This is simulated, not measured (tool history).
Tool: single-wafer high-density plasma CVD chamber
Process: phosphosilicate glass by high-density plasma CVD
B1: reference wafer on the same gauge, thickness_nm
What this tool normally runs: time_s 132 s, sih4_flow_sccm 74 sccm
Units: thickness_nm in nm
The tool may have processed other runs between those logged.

Run 1, day 0.000: usual settings but time_s 121 s; B1 1074.932. Result: thickness_nm 902.044 nm.
Run 2, day 1.733: usual settings but time_s 121 s; B1 1074.634. Result: thickness_nm 901.559 nm.
Run 3, day 3.633: usual settings but time_s 121 s; B1 1075.666. Result: thickness_nm 897.987 nm.
Run 4, day 6.238: usual settings; B1 1074.818. Result: thickness_nm 985.278 nm.
Run 5, day 8.271: usual settings; B1 1074.719. Result: thickness_nm 981.746 nm.
Run 6, day 10.471: usual settings but time_s 146 s, sih4_flow_sccm 80 sccm; B1 1074.248. Result: thickness_nm 1155.684 nm.
Run 7, day 12.633: usual settings; B1 1074.869. Result: thickness_nm 984.700 nm.
Run 8, day 14.504: usual settings; B1 1074.865. Result: thickness_nm 988.776 nm.
Run 9, day 16.242: usual settings; B1 1074.814. Result: thickness_nm 989.519 nm.
At day 17.412: gauge calibrated.
Run 10, day 19.742: usual settings but time_s 121 s, sih4_flow_sccm 79 sccm; B1 1075.148. Result: thickness_nm 954.286 nm.
Run 11, day 22.396: usual settings but time_s 114 s, sih4_flow_sccm 84 sccm; B1 1074.226. Result: thickness_nm 941.756 nm.
Run 12, day 23.896: usual settings but time_s 124 s, sih4_flow_sccm 81 sccm; B1 1075.197. Result: thickness_nm 997.940 nm.

Predict the results of run 13:
Run 13, day 25.662: usual settings but time_s 115 s; B1 ?. Result: thickness_nm ?.

For run 13 the tool returned B1 1075.285, thickness_nm 863.314 nm.
On a tool with no hidden condition, and with the same random variation, this run would have come out at thickness_nm 837.599 nm.
